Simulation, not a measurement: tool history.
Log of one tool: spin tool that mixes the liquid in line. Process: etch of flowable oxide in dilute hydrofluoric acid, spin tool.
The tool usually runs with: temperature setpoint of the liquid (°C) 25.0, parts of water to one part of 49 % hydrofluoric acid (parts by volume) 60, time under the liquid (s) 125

run	hour	temperature setpoint of the liquid (°C)	parts of water to one part of 49 % hydrofluoric acid (parts by volume)	time under the liquid (s)	read-back film thickness of the flowable oxide reference wafer, read on the same gauge (nm)	thickness taken off the flowable oxide on a monitor wafer (Å)
1	0.0	25.0	60	80	29.98	268.4
2	11.2	25.0	60	80	30.03	269.7
3	26.5	25.0	60	80	29.97	268.7
4	69.0	25.0	60	125	29.96	419.6
5	105.1	25.0	60	125	29.99	418.3
6	113.9	25.0	60	125	30.02	417.2
7	124.9	25.0	60	125	30.00	416.3
8	135.9	25.0	60	125	30.00	418.0
9	167.8	25.0	60	125	29.98	415.2
10	179.5	25.0	60	125	30.01	415.4
11	187.1	25.0	60	125	29.99	414.5
12	196.5	25.0	60	125	30.02	413.3
13	203.4	25.0	60	125	30.01	412.8
14	218.2	25.0	60	75	29.97	273.1
15	228.6	30.0	60	125	30.01	557.2
16	237.4	25.0	60	125	29.99	470.8
17	249.6	25.0	60	125	30.01	470.8
18	264.1	25.0	60	125	29.99	467.2
19	278.9	25.0	70	150	30.05	475.0
20	285.3	25.0	70	90	30.03	286.1
21	293.4	25.0	75	125	29.99	366.8
22	305.7	25.0	60	125	29.98	467.3
23	317.8	27.0	85	85	30.02	233.8
24	334.9	30.0	80	125	29.97	414.8
25	347.6	28.5	45	125	30.00	726.3
26	358.7	25.0	80	125	30.03	338.2
27	370.4	25.0	60	125	30.02	466.0
28	388.1	23.0	80	125	29.99	313.5

Not shown here: 4 entries made in the log between runs. Locate each between two listed runs and compare the hidden state at the listed run before it with the hidden state at the listed run after it:
Run 7 -> run 8: gauge calibrated (hour 125.1)
  liquid colder than its thermometer reads (K): 2.48 -> 2.49; hydrofluoric acid flow below the setpoint (%): 2.35 -> 2.41
  measured minus no-state result, thickness taken off the flowable oxide on a monitor wafer (Å): -56.4 -> -57.1
Run 13 -> run 14: thermometer replaced (hour 214.9)
  liquid colder than its thermometer reads (K): 2.55 -> 0.122; hydrofluoric acid flow below the setpoint (%): 2.79 -> 2.88
  measured minus no-state result, thickness taken off the flowable oxide on a monitor wafer (Å): -59.6 -> -10.1
Run 15 -> run 16: hydrofluoric acid flow meter replaced (hour 233.4)
  liquid colder than its thermometer reads (K): 0.131 -> 0.138; hydrofluoric acid flow below the setpoint (%): 2.94 -> 0.289
  measured minus no-state result, thickness taken off the flowable oxide on a monitor wafer (Å): -21.4 -> -4.1
Run 24 -> run 25: gauge calibrated (hour 344.8)
  liquid colder than its thermometer reads (K): 0.223 -> 0.234; hydrofluoric acid flow below the setpoint (%): 0.844 -> 0.917
  measured minus no-state result, thickness taken off the flowable oxide on a monitor wafer (Å): -7.4 -> -14.0
